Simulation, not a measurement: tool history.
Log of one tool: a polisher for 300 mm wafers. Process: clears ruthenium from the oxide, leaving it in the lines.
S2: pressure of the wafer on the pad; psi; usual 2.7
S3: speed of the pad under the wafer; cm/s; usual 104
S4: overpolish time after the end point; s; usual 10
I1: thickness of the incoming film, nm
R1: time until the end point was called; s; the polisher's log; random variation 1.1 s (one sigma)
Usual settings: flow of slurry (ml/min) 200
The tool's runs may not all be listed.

run 1 hour=0.0 | flow_of_slurry_(ml/min)=200 S2=2.7 S3=104 S4=14 | I1=109.3 | R1=71.9
run 2 hour=22.1 | flow_of_slurry_(ml/min)=200 S2=2.7 S3=104 S4=14 | I1=111.5 | R1=72.4
-- hour=46.6 worn pad replaced by a new one
run 3 hour=54.7 | flow_of_slurry_(ml/min)=200 S2=2.7 S3=104 S4=10 | I1=109.7 | R1=73.7
run 4 hour=75.5 | flow_of_slurry_(ml/min)=200 S2=2.7 S3=104 S4=10 | I1=111.1 | R1=74.6
-- hour=100.8 slurry nozzle cleaned
run 5 hour=101.3 | flow_of_slurry_(ml/min)=200 S2=2.7 S3=104 S4=10 | I1=110.2 | R1=72.7
run 6 hour=127.5 | flow_of_slurry_(ml/min)=200 S2=2.7 S3=82 S4=10 | I1=109.8 | R1=83.7
run 7 hour=151.4 | flow_of_slurry_(ml/min)=215 S2=2.7 S3=104 S4=10 | I1=110.1 | R1=70.4
-- hour=164.7 worn pad replaced by a new one
run 8 hour=185.3 | flow_of_slurry_(ml/min)=215 S2=2.7 S3=104 S4=10 | I1=109.9 | R1=71.6
run 9 hour=213.1 | flow_of_slurry_(ml/min)=215 S2=2.7 S3=104 S4=10 | I1=111.1 | R1=74.0
-- hour=241.9 head pressure recalibrated
run 10 hour=245.0 | flow_of_slurry_(ml/min)=200 S2=2.7 S3=104 S4=10 | I1=110.1 | R1=73.4
-- hour=277.3 worn pad replaced by a new one
run 11 hour=278.6 | flow_of_slurry_(ml/min)=200 S2=2.7 S3=104 S4=10 | I1=109.7 | R1=73.6
run 12 hour=305.8 | flow_of_slurry_(ml/min)=215 S2=2.7 S3=104 S4=10 | I1=108.8 | R1=72.9
run 13 hour=320.5 | flow_of_slurry_(ml/min)=130 S2=2.7 S3=88 S4=15 | I1=109.7 | R1=96.2
-- hour=351.9 slurry nozzle cleaned
run 14 hour=373.6 | flow_of_slurry_(ml/min)=235 S2=3.0 S3=116 S4=7 | I1=110.0 | R1=57.0
-- hour=387.9 worn pad replaced by a new one
run 15 hour=401.0 | flow_of_slurry_(ml/min)=200 S2=2.7 S3=104 S4=10 | I1=111.3 | R1=70.9
run 16 hour=415.1 | flow_of_slurry_(ml/min)=200 S2=2.7 S3=104 S4=10 | I1=109.6 | R1=70.1
run 17 hour=429.3 | flow_of_slurry_(ml/min)=200 S2=2.7 S3=104 S4=10 | I1=109.8 | R1=69.6

Forecast run 18:
run 18 hour=449.0 | flow_of_slurry_(ml/min)=175 S2=3.0 S3=104 S4=13 | I1=110.7 | R1=?

Run 18 gave R1 64.0 s.
Without the tool's hidden state the same run would have given R1 63.4 s.
